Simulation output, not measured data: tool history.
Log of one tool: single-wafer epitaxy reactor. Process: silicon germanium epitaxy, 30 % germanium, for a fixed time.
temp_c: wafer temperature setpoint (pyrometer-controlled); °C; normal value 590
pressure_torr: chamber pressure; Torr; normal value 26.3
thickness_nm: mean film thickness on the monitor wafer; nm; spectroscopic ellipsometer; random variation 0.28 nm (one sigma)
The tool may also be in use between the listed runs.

run,day,temp_c,pressure_torr,"read-back reference wafer on the same gauge, thickness_nm",thickness_nm
1,0.000,587,26.3,51.096,44.248
2,2.750,590,26.3,51.050,47.073
3,5.079,590,26.3,51.049,46.740
4,6.296,590,26.3,51.003,46.599
# day 10.871: capacitance manometer re-zeroed and calibrated
5,12.138,590,26.3,50.700,46.992
6,17.817,590,21.2,50.457,43.989
7,19.200,590,21.2,50.441,43.398
8,20.562,590,26.3,50.392,46.688
9,22.625,590,26.3,50.314,46.176
10,23.838,590,26.3,50.261,46.311
11,26.317,590,26.3,50.055,46.334
12,28.996,578,29.3,50.004,36.923
13,30.796,601,31.5,49.924,61.591
14,32.983,599,26.3,49.796,54.753
# day 34.692: gauge calibrated
15,41.871,580,27.8,52.472,39.890
# day 44.625: pyrometer calibrated
16,44.646,595,30.9,52.396,56.617
17,45.700,577,21.5,52.485,34.416
18,47.067,590,26.3,52.384,48.697
# day 49.550: showerhead replaced
19,49.954,595,20.6,52.391,49.729
20,52.275,580,31.6,52.274,41.492
21,54.862,590,26.3,52.307,47.837
22,57.550,600,26.3,52.286,59.897

What will run 23 give?
23,58.650,576,26.3,?,?

{"run 23": {"read-back reference wafer on the same gauge, thickness_nm": 52.273, "thickness_nm": 35.655}}
Take away the tool's hidden state, keep the run-to-run variation as it was, and the same run would have given thickness_nm 35.719 nm.
